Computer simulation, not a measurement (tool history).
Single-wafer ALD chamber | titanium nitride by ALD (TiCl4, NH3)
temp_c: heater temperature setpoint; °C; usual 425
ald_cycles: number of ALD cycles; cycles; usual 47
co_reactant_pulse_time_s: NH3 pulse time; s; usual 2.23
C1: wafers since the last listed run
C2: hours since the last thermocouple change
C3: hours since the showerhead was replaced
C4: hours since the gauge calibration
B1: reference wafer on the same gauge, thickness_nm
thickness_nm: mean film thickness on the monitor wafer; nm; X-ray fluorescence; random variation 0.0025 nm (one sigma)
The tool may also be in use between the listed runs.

run 1 hour=0.0 | temp_c=434 ald_cycles=47 co_reactant_pulse_time_s=2.23 | C1=0 C2=1631.2 C3=7584.8 C4=328.6 | B1=0.823 | thickness_nm=0.983
run 2 hour=15.0 | temp_c=425 ald_cycles=47 co_reactant_pulse_time_s=2.23 | C1=95 C2=1646.2 C3=7599.8 C4=343.6 | B1=0.822 | thickness_nm=0.980
run 3 hour=47.0 | temp_c=425 ald_cycles=47 co_reactant_pulse_time_s=2.23 | C1=203 C2=1678.2 C3=7631.8 C4=375.6 | B1=0.821 | thickness_nm=0.985
-- hour=113.7 gauge calibrated
run 4 hour=145.7 | temp_c=416 ald_cycles=47 co_reactant_pulse_time_s=2.23 | C1=628 C2=1776.9 C3=7730.5 C4=32.0 | B1=0.830 | thickness_nm=0.991
run 5 hour=168.0 | temp_c=437 ald_cycles=47 co_reactant_pulse_time_s=2.23 | C1=141 C2=1799.2 C3=7752.8 C4=54.3 | B1=0.829 | thickness_nm=0.989
run 6 hour=188.6 | temp_c=437 ald_cycles=47 co_reactant_pulse_time_s=2.23 | C1=131 C2=1819.8 C3=7773.4 C4=74.9 | B1=0.829 | thickness_nm=0.990
run 7 hour=296.4 | temp_c=425 ald_cycles=47 co_reactant_pulse_time_s=2.23 | C1=685 C2=1927.6 C3=7881.2 C4=182.7 | B1=0.824 | thickness_nm=0.989
run 8 hour=319.0 | temp_c=425 ald_cycles=47 co_reactant_pulse_time_s=2.23 | C1=143 C2=1950.2 C3=7903.8 C4=205.3 | B1=0.824 | thickness_nm=0.985
run 9 hour=347.9 | temp_c=425 ald_cycles=47 co_reactant_pulse_time_s=2.23 | C1=183 C2=1979.1 C3=7932.7 C4=234.2 | B1=0.823 | thickness_nm=0.989
run 10 hour=382.0 | temp_c=425 ald_cycles=47 co_reactant_pulse_time_s=2.23 | C1=216 C2=2013.2 C3=7966.8 C4=268.3 | B1=0.822 | thickness_nm=0.984
run 11 hour=417.7 | temp_c=434 ald_cycles=55 co_reactant_pulse_time_s=2.23 | C1=227 C2=2048.9 C3=8002.5 C4=304.0 | B1=0.821 | thickness_nm=1.154
run 12 hour=432.4 | temp_c=431 ald_cycles=47 co_reactant_pulse_time_s=2.23 | C1=93 C2=2063.6 C3=8017.2 C4=318.7 | B1=0.820 | thickness_nm=0.981
run 13 hour=466.9 | temp_c=425 ald_cycles=47 co_reactant_pulse_time_s=2.23 | C1=219 C2=2098.1 C3=8051.7 C4=353.2 | B1=0.820 | thickness_nm=0.979
-- hour=500.3 thermocouple changed; heater temperature recalibrated
run 14 hour=500.9 | temp_c=412 ald_cycles=55 co_reactant_pulse_time_s=2.23 | C1=165 C2=0.6 C3=8085.7 C4=387.2 | B1=0.818 | thickness_nm=1.140
run 15 hour=524.3 | temp_c=418 ald_cycles=50 co_reactant_pulse_time_s=2.48 | C1=148 C2=24.0 C3=8109.1 C4=410.6 | B1=0.817 | thickness_nm=1.036
-- hour=545.3 showerhead replaced
-- hour=548.7 gauge calibrated
run 16 hour=548.9 | temp_c=425 ald_cycles=40 co_reactant_pulse_time_s=2.23 | C1=105 C2=48.6 C3=3.6 C4=0.2 | B1=0.832 | thickness_nm=0.848
run 17 hour=567.0 | temp_c=425 ald_cycles=47 co_reactant_pulse_time_s=2.77 | C1=115 C2=66.7 C3=21.7 C4=18.3 | B1=0.831 | thickness_nm=0.999
run 18 hour=591.8 | temp_c=425 ald_cycles=47 co_reactant_pulse_time_s=2.23 | C1=157 C2=91.5 C3=46.5 C4=43.1 | B1=0.831 | thickness_nm=0.992
run 19 hour=685.3 | temp_c=425 ald_cycles=55 co_reactant_pulse_time_s=2.94 | C1=594 C2=185.0 C3=140.0 C4=136.6 | B1=0.828 | thickness_nm=1.161
run 20 hour=704.0 | temp_c=412 ald_cycles=47 co_reactant_pulse_time_s=2.23 | C1=118 C2=203.7 C3=158.7 C4=155.3 | B1=0.827 | thickness_nm=0.982
run 21 hour=730.9 | temp_c=425 ald_cycles=47 co_reactant_pulse_time_s=2.23 | C1=171 C2=230.6 C3=185.6 C4=182.2 | B1=0.826 | thickness_nm=0.986

Forecast each of these 5 alternatives for the next run:
run A hour=731.4 | temp_c=425 ald_cycles=47 co_reactant_pulse_time_s=2.52 | C1=3 C2=231.1 C3=186.1 C4=182.7 | B1=? | thickness_nm=?
run B hour=731.4 | temp_c=413 ald_cycles=41 co_reactant_pulse_time_s=1.88 | C1=3 C2=231.1 C3=186.1 C4=182.7 | B1=? | thickness_nm=?
run C hour=731.4 | temp_c=432 ald_cycles=47 co_reactant_pulse_time_s=2.57 | C1=3 C2=231.1 C3=186.1 C4=182.7 | B1=? | thickness_nm=?
run D hour=731.4 | temp_c=425 ald_cycles=47 co_reactant_pulse_time_s=2.54 | C1=3 C2=231.1 C3=186.1 C4=182.7 | B1=? | thickness_nm=?
run E hour=731.4 | temp_c=439 ald_cycles=47 co_reactant_pulse_time_s=2.23 | C1=3 C2=231.1 C3=186.1 C4=182.7 | B1=? | thickness_nm=?

run=A B1=0.826 thickness_nm=0.989
run=B B1=0.826 thickness_nm=0.853
run=C B1=0.826 thickness_nm=0.989
run=D B1=0.826 thickness_nm=0.989
run=E B1=0.826 thickness_nm=0.986
Without the tool's hidden state the same runs would have given:
run=A thickness_nm=0.998
run=B thickness_nm=0.861
run=C thickness_nm=0.998
run=D thickness_nm=0.999
run=E thickness_nm=0.995

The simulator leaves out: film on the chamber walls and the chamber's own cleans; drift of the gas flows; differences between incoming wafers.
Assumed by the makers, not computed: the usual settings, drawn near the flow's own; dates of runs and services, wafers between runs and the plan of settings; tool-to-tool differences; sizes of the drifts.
